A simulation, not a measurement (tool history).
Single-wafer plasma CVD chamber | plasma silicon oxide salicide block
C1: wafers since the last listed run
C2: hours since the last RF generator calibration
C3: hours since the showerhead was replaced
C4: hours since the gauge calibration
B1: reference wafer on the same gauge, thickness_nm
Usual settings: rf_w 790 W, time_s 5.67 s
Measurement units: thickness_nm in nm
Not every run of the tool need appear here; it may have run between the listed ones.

Run 1, hour 0.0: usual settings; C1 0; C2 110.5; C3 4513.0; C4 183.6; B1 64.918. Result: thickness_nm 59.359 nm.
Run 2, hour 100.1: usual settings; C1 2893; C2 210.6; C3 4613.1; C4 283.7; B1 64.844. Result: thickness_nm 60.651 nm.
Run 3, hour 174.8: usual settings but time_s 6.50 s; C1 2159; C2 285.3; C3 4687.8; C4 358.4; B1 65.033. Result: thickness_nm 68.964 nm.
Run 4, hour 260.2: usual settings but time_s 6.50 s; C1 2468; C2 370.7; C3 4773.2; C4 443.8; B1 64.987. Result: thickness_nm 68.175 nm.
Run 5, hour 354.4: usual settings but time_s 6.50 s; C1 2722; C2 464.9; C3 4867.4; C4 538.0; B1 64.979. Result: thickness_nm 68.926 nm.
Run 6, hour 395.5: usual settings but rf_w 755 W; C1 1188; C2 506.0; C3 4908.5; C4 579.1; B1 64.805. Result: thickness_nm 58.587 nm.
Run 7, hour 442.4: usual settings but rf_w 755 W; C1 1355; C2 552.9; C3 4955.4; C4 626.0; B1 64.913. Result: thickness_nm 58.445 nm.
Run 8, hour 539.1: usual settings but rf_w 755 W; C1 2795; C2 649.6; C3 5052.1; C4 722.7; B1 64.948. Result: thickness_nm 58.432 nm.
Run 9, hour 789.0: usual settings but rf_w 730 W, time_s 6.25 s; C1 7223; C2 899.5; C3 5302.0; C4 972.6; B1 65.012. Result: thickness_nm 63.478 nm.
Run 10, hour 855.4: usual settings; C1 1919; C2 965.9; C3 5368.4; C4 1039.0; B1 64.931. Result: thickness_nm 58.820 nm.
Run 11, hour 941.5: usual settings; C1 2488; C2 1052.0; C3 5454.5; C4 1125.1; B1 64.841. Result: thickness_nm 58.857 nm.
Run 12, hour 1007.0: usual settings; C1 1893; C2 1117.5; C3 5520.0; C4 1190.6; B1 65.020. Result: thickness_nm 59.162 nm.
Run 13, hour 1099.2: usual settings; C1 2665; C2 1209.7; C3 5612.2; C4 1282.8; B1 64.853. Result: thickness_nm 59.276 nm.
Run 14, hour 1227.7: usual settings; C1 3714; C2 1338.2; C3 5740.7; C4 1411.3; B1 64.647. Result: thickness_nm 59.284 nm.
At hour 1328.1: showerhead replaced.
Run 15, hour 1335.5: usual settings but time_s 6.51 s; C1 2884; C2 1446.0; C3 7.4; C4 1519.1; B1 64.982. Result: thickness_nm 67.730 nm.
Run 16, hour 1383.0: usual settings but time_s 5.04 s; C1 1373; C2 1493.5; C3 54.9; C4 1566.6; B1 64.933. Result: thickness_nm 52.240 nm.
Run 17, hour 1480.9: usual settings; C1 2829; C2 1591.4; C3 152.8; C4 1664.5; B1 64.865. Result: thickness_nm 59.229 nm.
Run 18, hour 1576.0: usual settings but rf_w 875 W, time_s 5.33 s; C1 2749; C2 1686.5; C3 247.9; C4 1759.6; B1 64.903. Result: thickness_nm 57.349 nm.
At hour 1658.1: gauge calibrated.
Run 19, hour 1672.7: usual settings; C1 2795; C2 1783.2; C3 344.6; C4 14.6; B1 64.941. Result: thickness_nm 58.540 nm.
Run 20, hour 1712.9: usual settings but rf_w 640 W, time_s 6.27 s; C1 1162; C2 1823.4; C3 384.8; C4 54.8; B1 64.920. Result: thickness_nm 60.299 nm.
Run 21, hour 1797.8: usual settings; C1 2454; C2 1908.3; C3 469.7; C4 139.7; B1 64.865. Result: thickness_nm 59.377 nm.
Run 22, hour 1836.1: usual settings but rf_w 755 W; C1 1107; C2 1946.6; C3 508.0; C4 178.0; B1 64.979. Result: thickness_nm 57.517 nm.
At hour 1935.4: RF generator calibrated.
Run 23, hour 2011.1: usual settings but rf_w 730 W, time_s 5.15 s; C1 4827; C2 75.7; C3 683.0; C4 353.0; B1 64.868. Result: thickness_nm 53.199 nm.
Run 24, hour 2215.7: usual settings but rf_w 845 W, time_s 6.19 s; C1 5914; C2 280.3; C3 887.6; C4 557.6; B1 64.971. Result: thickness_nm 66.831 nm.
Run 25, hour 2281.7: usual settings but rf_w 680 W, time_s 6.77 s; C1 1907; C2 346.3; C3 953.6; C4 623.6; B1 64.852. Result: thickness_nm 67.389 nm.
Run 26, hour 2334.0: usual settings but rf_w 730 W, time_s 6.07 s; C1 1511; C2 398.6; C3 1005.9; C4 675.9; B1 64.953. Result: thickness_nm 61.404 nm.
Run 27, hour 2412.6: usual settings but rf_w 730 W, time_s 4.82 s; C1 2272; C2 477.2; C3 1084.5; C4 754.5; B1 64.882. Result: thickness_nm 48.851 nm.
Run 28, hour 2460.4: usual settings but rf_w 685 W, time_s 6.07 s; C1 1381; C2 525.0; C3 1132.3; C4 802.3; B1 64.925. Result: thickness_nm 59.781 nm.
Run 29, hour 2548.0: usual settings but rf_w 645 W; C1 2532; C2 612.6; C3 1219.9; C4 889.9; B1 64.886. Result: thickness_nm 55.113 nm.

For each run, the measured value with the value that run would have given without the tool's hidden condition subtracted. The run-to-run variation is shared by both, the gauge scatter possibly not:
Hidden state present: delivered RF power above the setpoint (%); gauge reads high (%).
run  thickness_nm
  1        -0.281
  2        -0.486
  3        -0.705
  4        -0.854
  5        -1.022
  6        -0.924
  7        -0.979
  8        -1.091
  9        -1.440
 10        -1.386
 11        -1.448
 12        -1.497
 13        -1.555
 14        -1.621
 15        -1.907
 16        -1.488
 17        -1.724
 18        -1.699
 19        -1.762
 20        -1.826
 21        -1.820
 22        -1.771
 23        -0.522
 24        -1.108
 25        -1.244
 26        -1.218
 27        -1.064
 28        -1.367
 29        -1.361

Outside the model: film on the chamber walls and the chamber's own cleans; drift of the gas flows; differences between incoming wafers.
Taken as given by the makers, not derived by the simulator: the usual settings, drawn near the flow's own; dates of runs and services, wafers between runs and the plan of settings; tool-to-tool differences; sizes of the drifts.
